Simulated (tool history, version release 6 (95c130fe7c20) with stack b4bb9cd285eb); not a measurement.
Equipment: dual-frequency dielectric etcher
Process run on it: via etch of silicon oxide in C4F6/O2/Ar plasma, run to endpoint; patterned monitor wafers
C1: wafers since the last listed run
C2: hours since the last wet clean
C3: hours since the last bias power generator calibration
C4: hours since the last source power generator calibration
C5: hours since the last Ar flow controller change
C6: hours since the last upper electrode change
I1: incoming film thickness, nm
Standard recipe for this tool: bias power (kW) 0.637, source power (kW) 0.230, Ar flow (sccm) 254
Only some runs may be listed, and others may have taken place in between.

{"run": 1, "day": 0.0, "bias power (kW)": 0.637, "source power (kW)": 0.23, "Ar flow (sccm)": 254, "C1": 0, "C2": 121.0, "C3": 2446.6, "C4": 693.3, "C5": 2556.3, "C6": 1623.0, "I1": 194.2, "endpoint time (s)": 46.0}
{"run": 2, "day": 1.2, "bias power (kW)": 0.637, "source power (kW)": 0.23, "Ar flow (sccm)": 254, "C1": 471, "C2": 149.8, "C3": 2475.4, "C4": 722.1, "C5": 2585.1, "C6": 1651.8, "I1": 197.2, "endpoint time (s)": 47.0}
{"run": 3, "day": 2.542, "bias power (kW)": 0.637, "source power (kW)": 0.23, "Ar flow (sccm)": 254, "C1": 526, "C2": 182.0, "C3": 2507.6, "C4": 754.3, "C5": 2617.3, "C6": 1684.0, "I1": 196.4, "endpoint time (s)": 47.3}
{"day": 10.162, "done": "wet clean of the chamber"}
{"run": 4, "day": 11.471, "bias power (kW)": 0.637, "source power (kW)": 0.26, "Ar flow (sccm)": 254, "C1": 3112, "C2": 31.4, "C3": 2721.9, "C4": 968.6, "C5": 2831.6, "C6": 1898.3, "I1": 195.4, "endpoint time (s)": 45.0}
{"day": 13.579, "done": "bias power generator calibrated"}
{"run": 5, "day": 14.35, "bias power (kW)": 0.637, "source power (kW)": 0.23, "Ar flow (sccm)": 254, "C1": 1064, "C2": 100.5, "C3": 18.5, "C4": 1037.7, "C5": 2900.7, "C6": 1967.4, "I1": 197.3, "endpoint time (s)": 47.4}
{"run": 6, "day": 17.158, "bias power (kW)": 0.637, "source power (kW)": 0.23, "Ar flow (sccm)": 254, "C1": 1102, "C2": 167.9, "C3": 85.9, "C4": 1105.1, "C5": 2968.1, "C6": 2034.8, "I1": 196.6, "endpoint time (s)": 47.6}
{"day": 19.012, "done": "Ar flow controller replaced"}
{"run": 7, "day": 20.071, "bias power (kW)": 0.637, "source power (kW)": 0.23, "Ar flow (sccm)": 254, "C1": 1045, "C2": 237.8, "C3": 155.8, "C4": 1175.0, "C5": 25.4, "C6": 2104.7, "I1": 197.5, "endpoint time (s)": 48.3}
{"run": 8, "day": 21.288, "bias power (kW)": 0.529, "source power (kW)": 0.21, "Ar flow (sccm)": 254, "C1": 477, "C2": 267.0, "C3": 185.0, "C4": 1204.2, "C5": 54.6, "C6": 2133.9, "I1": 198.3, "endpoint time (s)": 53.9}
{"run": 9, "day": 24.204, "bias power (kW)": 0.637, "source power (kW)": 0.23, "Ar flow (sccm)": 254, "C1": 1144, "C2": 337.0, "C3": 255.0, "C4": 1274.2, "C5": 124.6, "C6": 2203.9, "I1": 199.1, "endpoint time (s)": 48.4}
{"run": 10, "day": 25.758, "bias power (kW)": 0.637, "source power (kW)": 0.23, "Ar flow (sccm)": 254, "C1": 610, "C2": 374.3, "C3": 292.3, "C4": 1311.5, "C5": 161.9, "C6": 2241.2, "I1": 196.4, "endpoint time (s)": 47.8}
{"day": 27.842, "done": "upper electrode replaced"}
{"day": 28.817, "done": "wet clean of the chamber"}
{"run": 11, "day": 28.838, "bias power (kW)": 0.592, "source power (kW)": 0.18, "Ar flow (sccm)": 199, "C1": 434, "C2": 0.5, "C3": 366.2, "C4": 1385.4, "C5": 235.8, "C6": 23.9, "I1": 195.3, "endpoint time (s)": 49.4}
{"run": 12, "day": 28.862, "bias power (kW)": 0.786, "source power (kW)": 0.23, "Ar flow (sccm)": 209, "C1": 9, "C2": 1.1, "C3": 366.8, "C4": 1386.0, "C5": 236.4, "C6": 24.5, "I1": 198.7, "endpoint time (s)": 41.5}
{"run": 13, "day": 31.133, "bias power (kW)": 0.637, "source power (kW)": 0.23, "Ar flow (sccm)": 217, "C1": 891, "C2": 55.6, "C3": 421.3, "C4": 1440.5, "C5": 290.9, "C6": 79.0, "I1": 195.1, "endpoint time (s)": 45.0}
{"run": 14, "day": 32.85, "bias power (kW)": 0.759, "source power (kW)": 0.2, "Ar flow (sccm)": 303, "C1": 673, "C2": 96.8, "C3": 462.5, "C4": 1481.7, "C5": 332.1, "C6": 120.2, "I1": 194.2, "endpoint time (s)": 45.1}
{"run": 15, "day": 35.579, "bias power (kW)": 0.637, "source power (kW)": 0.23, "Ar flow (sccm)": 254, "C1": 1071, "C2": 162.3, "C3": 528.0, "C4": 1547.2, "C5": 397.6, "C6": 185.7, "I1": 196.6, "endpoint time (s)": 46.5}
{"run": 16, "day": 36.667, "bias power (kW)": 0.637, "source power (kW)": 0.25, "Ar flow (sccm)": 195, "C1": 426, "C2": 188.4, "C3": 554.1, "C4": 1573.3, "C5": 423.7, "C6": 211.8, "I1": 196.6, "endpoint time (s)": 44.3}
{"run": 17, "day": 37.754, "bias power (kW)": 0.637, "source power (kW)": 0.25, "Ar flow (sccm)": 254, "C1": 426, "C2": 214.5, "C3": 580.2, "C4": 1599.4, "C5": 449.8, "C6": 237.9, "I1": 196.2, "endpoint time (s)": 44.9}
{"run": 18, "day": 38.788, "bias power (kW)": 0.637, "source power (kW)": 0.23, "Ar flow (sccm)": 254, "C1": 405, "C2": 239.3, "C3": 605.0, "C4": 1624.2, "C5": 474.6, "C6": 262.7, "I1": 197.1, "endpoint time (s)": 46.9}
{"day": 39.979, "done": "source power generator calibrated"}
{"run": 19, "day": 41.442, "bias power (kW)": 0.741, "source power (kW)": 0.19, "Ar flow (sccm)": 317, "C1": 976, "C2": 303.0, "C3": 668.7, "C4": 35.1, "C5": 538.3, "C6": 326.4, "I1": 194.7, "endpoint time (s)": 47.5}
{"day": 44.617, "done": "wet clean of the chamber"}
{"run": 20, "day": 44.638, "bias power (kW)": 0.753, "source power (kW)": 0.23, "Ar flow (sccm)": 254, "C1": 861, "C2": 0.5, "C3": 745.4, "C4": 111.8, "C5": 615.0, "C6": 403.1, "I1": 197.4, "endpoint time (s)": 43.7}
{"run": 21, "day": 45.2, "bias power (kW)": 0.744, "source power (kW)": 0.18, "Ar flow (sccm)": 273, "C1": 220, "C2": 14.0, "C3": 758.9, "C4": 125.3, "C5": 628.5, "C6": 416.6, "I1": 195.7, "endpoint time (s)": 46.8}
{"run": 22, "day": 46.367, "bias power (kW)": 0.555, "source power (kW)": 0.28, "Ar flow (sccm)": 227, "C1": 457, "C2": 42.0, "C3": 786.9, "C4": 153.3, "C5": 656.5, "C6": 444.6, "I1": 198.3, "endpoint time (s)": 46.4}
{"run": 23, "day": 48.062, "bias power (kW)": 0.637, "source power (kW)": 0.23, "Ar flow (sccm)": 254, "C1": 665, "C2": 82.7, "C3": 827.6, "C4": 194.0, "C5": 697.2, "C6": 485.3, "I1": 197.5, "endpoint time (s)": 46.9}
{"run": 24, "day": 50.046, "bias power (kW)": 0.637, "source power (kW)": 0.23, "Ar flow (sccm)": 254, "C1": 778, "C2": 130.3, "C3": 875.2, "C4": 241.6, "C5": 744.8, "C6": 532.9, "I1": 196.8, "endpoint time (s)": 47.0}
{"run": 25, "day": 51.9, "bias power (kW)": 0.682, "source power (kW)": 0.27, "Ar flow (sccm)": 254, "C1": 727, "C2": 174.8, "C3": 919.7, "C4": 286.1, "C5": 789.3, "C6": 577.4, "I1": 198.7, "endpoint time (s)": 43.2}
{"run": 26, "day": 53.225, "bias power (kW)": 0.48, "source power (kW)": 0.2, "Ar flow (sccm)": 308, "C1": 520, "C2": 206.6, "C3": 951.5, "C4": 317.9, "C5": 821.1, "C6": 609.2, "I1": 195.9, "endpoint time (s)": 56.6}
{"run": 27, "day": 56.083, "bias power (kW)": 0.637, "source power (kW)": 0.23, "Ar flow (sccm)": 254, "C1": 1121, "C2": 275.2, "C3": 1020.1, "C4": 386.5, "C5": 889.7, "C6": 677.8, "I1": 197.1, "endpoint time (s)": 47.7}
{"run": 28, "day": 57.554, "bias power (kW)": 0.678, "source power (kW)": 0.17, "Ar flow (sccm)": 222, "C1": 577, "C2": 310.5, "C3": 1055.4, "C4": 421.8, "C5": 925.0, "C6": 713.1, "I1": 197.8, "endpoint time (s)": 50.8}
{"day": 61.146, "done": "wet clean of the chamber"}
{"run": 29, "day": 61.167, "bias power (kW)": 0.637, "source power (kW)": 0.18, "Ar flow (sccm)": 290, "C1": 1025, "C2": 0.5, "C3": 1142.1, "C4": 508.5, "C5": 1011.7, "C6": 799.8, "I1": 194.4, "endpoint time (s)": 50.1}

Each row is a separate what-if for the run after 29, all from the same tool condition, not one after another. Results?
{"run": "A", "day": 61.183, "bias power (kW)": 0.637, "source power (kW)": 0.2, "Ar flow (sccm)": 254, "C1": 6, "C2": 0.9, "C3": 1142.5, "C4": 508.9, "C5": 1012.1, "C6": 800.2, "I1": 196.1, "endpoint time (s)": "?"}
{"run": "B", "day": 61.183, "bias power (kW)": 0.685, "source power (kW)": 0.18, "Ar flow (sccm)": 318, "C1": 6, "C2": 0.9, "C3": 1142.5, "C4": 508.9, "C5": 1012.1, "C6": 800.2, "I1": 196.1, "endpoint time (s)": "?"}
{"run": "C", "day": 61.183, "bias power (kW)": 0.73, "source power (kW)": 0.23, "Ar flow (sccm)": 254, "C1": 6, "C2": 0.9, "C3": 1142.5, "C4": 508.9, "C5": 1012.1, "C6": 800.2, "I1": 196.1, "endpoint time (s)": "?"}
{"run": "D", "day": 61.183, "bias power (kW)": 0.637, "source power (kW)": 0.23, "Ar flow (sccm)": 228, "C1": 6, "C2": 0.9, "C3": 1142.5, "C4": 508.9, "C5": 1012.1, "C6": 800.2, "I1": 196.1, "endpoint time (s)": "?"}

run=A endpoint_time_(s)=48.4
run=B endpoint_time_(s)=49.4
run=C endpoint_time_(s)=43.6
run=D endpoint_time_(s)=45.8
Without the tool's unlogged condition, the same runs would have read:
run=A endpoint_time_(s)=48.3
run=B endpoint_time_(s)=49.4
run=C endpoint_time_(s)=43.6
run=D endpoint_time_(s)=45.8

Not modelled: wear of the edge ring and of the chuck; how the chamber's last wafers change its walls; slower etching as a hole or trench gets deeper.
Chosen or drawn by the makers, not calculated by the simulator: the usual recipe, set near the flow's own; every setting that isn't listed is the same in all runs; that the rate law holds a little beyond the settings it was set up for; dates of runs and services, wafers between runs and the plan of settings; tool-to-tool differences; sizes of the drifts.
